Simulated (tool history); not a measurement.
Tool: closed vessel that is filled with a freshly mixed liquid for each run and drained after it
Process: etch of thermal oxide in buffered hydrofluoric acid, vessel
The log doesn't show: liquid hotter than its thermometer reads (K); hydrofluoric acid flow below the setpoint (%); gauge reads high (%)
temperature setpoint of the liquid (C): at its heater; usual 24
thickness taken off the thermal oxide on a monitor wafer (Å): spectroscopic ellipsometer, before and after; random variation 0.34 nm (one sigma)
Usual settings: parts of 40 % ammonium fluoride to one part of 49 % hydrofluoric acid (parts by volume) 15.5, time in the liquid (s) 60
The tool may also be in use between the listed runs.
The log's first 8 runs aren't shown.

| run | day | temperature setpoint of the liquid (C) | parts of 40 % ammonium fluoride to one part of 49 % hydrofluoric acid (parts by volume) | time in the liquid (s) | wafers since the last listed run | hours since the thermometer was replaced | hours since the hydrofluoric acid flow meter was replaced | hours since the gauge calibration | read-back film thickness of the thermal oxide reference wafer, read on the same gauge (nm) | thickness taken off the thermal oxide on a monitor wafer (Å) |
|---|---|---|---|---|---|---|---|---|---|---|
| 9 | 3.521 | 24 | 15.5 | 60 | 1380 | 19.6 | 1309.4 | 665.7 | 129.96 | 434.7 |
| 10 | 4.233 | 24 | 15.5 | 60 | 1761 | 36.7 | 1326.5 | 682.8 | 130.01 | 436.5 |
| 11 | 4.612 | 21 | 12.5 | 50 | 937 | 45.8 | 1335.6 | 691.9 | 129.97 | 377.6 |
| 12 | 5.283 | 21 | 11.5 | 35 | 1658 | 61.9 | 1351.7 | 708 | 129.99 | 292.5 |
| 13 | 5.717 | 19.5 | 15.5 | 60 | 1071 | 72.3 | 1362.1 | 718.4 | 129.97 | 340.2 |
| 14 | 6.55 | 25.5 | 15.5 | 80 | 2059 | 92.3 | 1382.1 | 738.4 | 129.99 | 636.4 |
| 15 | 6.829 | 24 | 15.5 | 60 | 690 | 99 | 1388.8 | 745.1 | 130.01 | 445.3 |
| 16 | 7.171 | 24 | 15.5 | 60 | 844 | 107.2 | 1397 | 753.3 | 130.01 | 447.1 |
| 17 | 7.9 | 27.5 | 9.5 | 35 | 1802 | 124.7 | 1414.5 | 770.8 | 130.02 | 495.2 |
|  | 8.279 | hydrofluoric acid flow meter replaced |
| 18 | 8.533 | 24 | 10.5 | 60 | 1462 | 139.9 | 6.1 | 786 | 130.01 | 651.3 |
| 19 | 9.012 | 20 | 15.5 | 60 | 1184 | 151.4 | 17.6 | 797.5 | 130.02 | 357.8 |
| 20 | 9.429 | 24 | 15.5 | 60 | 1029 | 161.4 | 27.6 | 807.5 | 130 | 444.4 |
| 21 | 10.167 | 19 | 11.5 | 85 | 1822 | 179.1 | 45.3 | 825.2 | 130 | 646.4 |
|  | 10.517 | gauge calibrated |
| 22 | 10.662 | 24 | 15.5 | 60 | 1225 | 191 | 57.2 | 3.5 | 129.96 | 452.5 |
| 23 | 11.175 | 26.5 | 15.5 | 60 | 1266 | 203.3 | 69.5 | 15.8 | 130.01 | 517.1 |
| 24 | 11.442 | 24 | 15.5 | 60 | 659 | 209.7 | 75.9 | 22.2 | 129.98 | 448 |
| 25 | 12.121 | 24 | 15.5 | 60 | 1678 | 226 | 92.2 | 38.5 | 130.02 | 455.7 |
| 26 | 12.45 | 21 | 14 | 40 | 813 | 233.9 | 100.1 | 46.4 | 129.96 | 282.4 |
| 27 | 13.858 | 20.5 | 11 | 85 | 3480 | 267.7 | 133.9 | 80.2 | 129.96 | 745.2 |
| 28 | 14.188 | 24 | 15.5 | 60 | 813 | 275.6 | 141.8 | 88.1 | 129.99 | 446.5 |
| 29 | 14.467 | 24 | 15.5 | 60 | 690 | 282.3 | 148.5 | 94.8 | 129.97 | 456.6 |
| 30 | 14.758 | 24 | 15.5 | 60 | 720 | 289.3 | 155.5 | 101.8 | 130.04 | 454.9 |
| 31 | 15.225 | 24 | 10 | 60 | 1153 | 300.5 | 166.7 | 113 | 130 | 696.2 |
| 32 | 15.762 | 22 | 20 | 45 | 1328 | 313.4 | 179.6 | 125.9 | 129.99 | 237.5 |
| 33 | 16.446 | 26 | 15.5 | 70 | 1688 | 329.8 | 196 | 142.3 | 129.96 | 602.2 |

Forecast each of these 4 alternatives for the next run:
| A | 16.475 | 24 | 15.5 | 35 | 72 | 330.5 | 196.7 | 143 | ? | ? |
| B | 16.475 | 24 | 13 | 60 | 72 | 330.5 | 196.7 | 143 | ? | ? |
| C | 16.475 | 24 | 12.5 | 60 | 72 | 330.5 | 196.7 | 143 | ? | ? |
| D | 16.475 | 24 | 12 | 60 | 72 | 330.5 | 196.7 | 143 | ? | ? |

| run | read-back film thickness of the thermal oxide reference wafer, read on the same gauge (nm) | thickness taken off the thermal oxide on a monitor wafer (Å) |
|---|---|---|
| A | 129.99 | 267.6 |
| B | 129.99 | 545.1 |
| C | 129.99 | 566.4 |
| D | 129.99 | 589.4 |
Without the tool's hidden state the same runs would have given:
| run | thickness taken off the thermal oxide on a monitor wafer (Å) |
|---|---|
| A | 253.9 |
| B | 517.3 |
| C | 537.6 |
| D | 559.5 |
